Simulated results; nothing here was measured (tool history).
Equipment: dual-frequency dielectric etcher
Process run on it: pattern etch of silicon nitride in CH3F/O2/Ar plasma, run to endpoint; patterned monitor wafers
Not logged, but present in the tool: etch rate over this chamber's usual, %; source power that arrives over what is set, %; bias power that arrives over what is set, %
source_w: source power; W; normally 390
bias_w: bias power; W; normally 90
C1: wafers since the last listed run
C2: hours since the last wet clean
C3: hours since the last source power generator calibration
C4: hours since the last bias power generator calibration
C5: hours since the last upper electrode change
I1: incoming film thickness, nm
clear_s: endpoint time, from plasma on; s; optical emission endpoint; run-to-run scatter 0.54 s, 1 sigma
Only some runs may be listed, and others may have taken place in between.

Run 1, day 0: usual settings; C1 0; C2 138.6; C3 3732.3; C4 2000.8; C5 4344.1; I1 51.8. Result: clear_s 68.2 s.
Run 2, day 0.846: usual settings; C1 138; C2 158.9; C3 3752.6; C4 2021.1; C5 4364.4; I1 51.7. Result: clear_s 68.3 s.
Run 3, day 1.792: usual settings; C1 154; C2 181.6; C3 3775.3; C4 2043.8; C5 4387.1; I1 52.2. Result: clear_s 69.9 s.
Run 4, day 2.883: usual settings; C1 178; C2 207.8; C3 3801.5; C4 2070; C5 4413.3; I1 51.6. Result: clear_s 67.6 s.
Run 5, day 4.129: usual settings; C1 203; C2 237.7; C3 3831.4; C4 2099.9; C5 4443.2; I1 51.8. Result: clear_s 68 s.
Run 6, day 5.188: usual settings; C1 172; C2 263.1; C3 3856.8; C4 2125.3; C5 4468.6; I1 52.2. Result: clear_s 68.8 s.
Run 7, day 6.233: usual settings; C1 170; C2 288.2; C3 3881.9; C4 2150.4; C5 4493.7; I1 51.4. Result: clear_s 66.9 s.
Run 8, day 7.208: usual settings; C1 159; C2 311.6; C3 3905.3; C4 2173.8; C5 4517.1; I1 52. Result: clear_s 67.7 s.
Run 9, day 8.017: usual settings; C1 132; C2 331; C3 3924.7; C4 2193.2; C5 4536.5; I1 51.9. Result: clear_s 67 s.
Run 10, day 9.033: usual settings; C1 166; C2 355.4; C3 3949.1; C4 2217.6; C5 4560.9; I1 52.1. Result: clear_s 68.5 s.
Run 11, day 9.721: usual settings; C1 112; C2 371.9; C3 3965.6; C4 2234.1; C5 4577.4; I1 51.6. Result: clear_s 66.8 s.
At day 11.117: bias power generator calibrated.
Run 12, day 11.15: usual settings; C1 206; C2 406.2; C3 3999.9; C4 0.8; C5 4611.7; I1 51.7. Result: clear_s 67.1 s.
Run 13, day 11.808: usual settings; C1 107; C2 422; C3 4015.7; C4 16.6; C5 4627.5; I1 51.6. Result: clear_s 66 s.
Run 14, day 13.017: usual settings but source_w 360 W, bias_w 70 W; C1 197; C2 451; C3 4044.7; C4 45.6; C5 4656.5; I1 51.3. Result: clear_s 73.4 s.
At day 13.854: source power generator calibrated.
At day 14.438: wet clean of the chamber.
Run 15, day 14.458: usual settings; C1 112; C2 0.5; C3 14.5; C4 80.2; C5 4691.1; I1 52. Result: clear_s 69.2 s.
Run 16, day 15.525: usual settings but source_w 460 W, bias_w 106 W; C1 174; C2 26.1; C3 40.1; C4 105.8; C5 4716.7; I1 52.2. Result: clear_s 63.3 s.
At day 16.971: upper electrode replaced.
Run 17, day 16.992: usual settings but source_w 360 W, bias_w 104 W; C1 76; C2 61.3; C3 75.3; C4 141; C5 0.5; I1 51.3. Result: clear_s 65.5 s.
Run 18, day 17.125: usual settings; C1 21; C2 64.5; C3 78.5; C4 144.2; C5 3.7; I1 51.6. Result: clear_s 68.3 s.
Run 19, day 17.65: usual settings but source_w 290 W, bias_w 72 W; C1 85; C2 77.1; C3 91.1; C4 156.8; C5 16.3; I1 51.4. Result: clear_s 79.5 s.
Run 20, day 18.862: usual settings but bias_w 111 W; C1 198; C2 106.2; C3 120.2; C4 185.9; C5 45.4; I1 52. Result: clear_s 64 s.
Run 21, day 19.8: usual settings but source_w 290 W, bias_w 98 W; C1 153; C2 128.7; C3 142.7; C4 208.4; C5 67.9; I1 51.9. Result: clear_s 70.1 s.
Run 22, day 22.804: usual settings but source_w 480 W; C1 490; C2 200.8; C3 214.8; C4 280.5; C5 140; I1 51.5. Result: clear_s 64.9 s.
Run 23, day 26.062: usual settings but source_w 450 W, bias_w 68 W; C1 532; C2 279; C3 293; C4 358.7; C5 218.2; I1 51.5. Result: clear_s 73 s.
Run 24, day 26.846: usual settings but source_w 320 W, bias_w 105 W; C1 127; C2 297.8; C3 311.8; C4 377.5; C5 237; I1 51.8. Result: clear_s 65.3 s.

Exercise: give the hidden state of the tool at every run:
source power that arrives over what is set, %: 0 on each run
bias power that arrives over what is set, %: 0 on each run
H1: etch rate over this chamber's usual, %
run      H1
  1    1.02
  2    1.27
  3    1.54
  4    1.86
  5    2.22
  6    2.53
  7    2.83
  8    3.11
  9    3.35
 10    3.64
 11    3.84
 12    4.26
 13    4.45
 14     4.8
 15  -0.046
 16   0.263
 17   0.689
 18   0.727
 19   0.879
 20    1.23
 21     1.5
 22    2.37
 23    3.32
 24    3.55
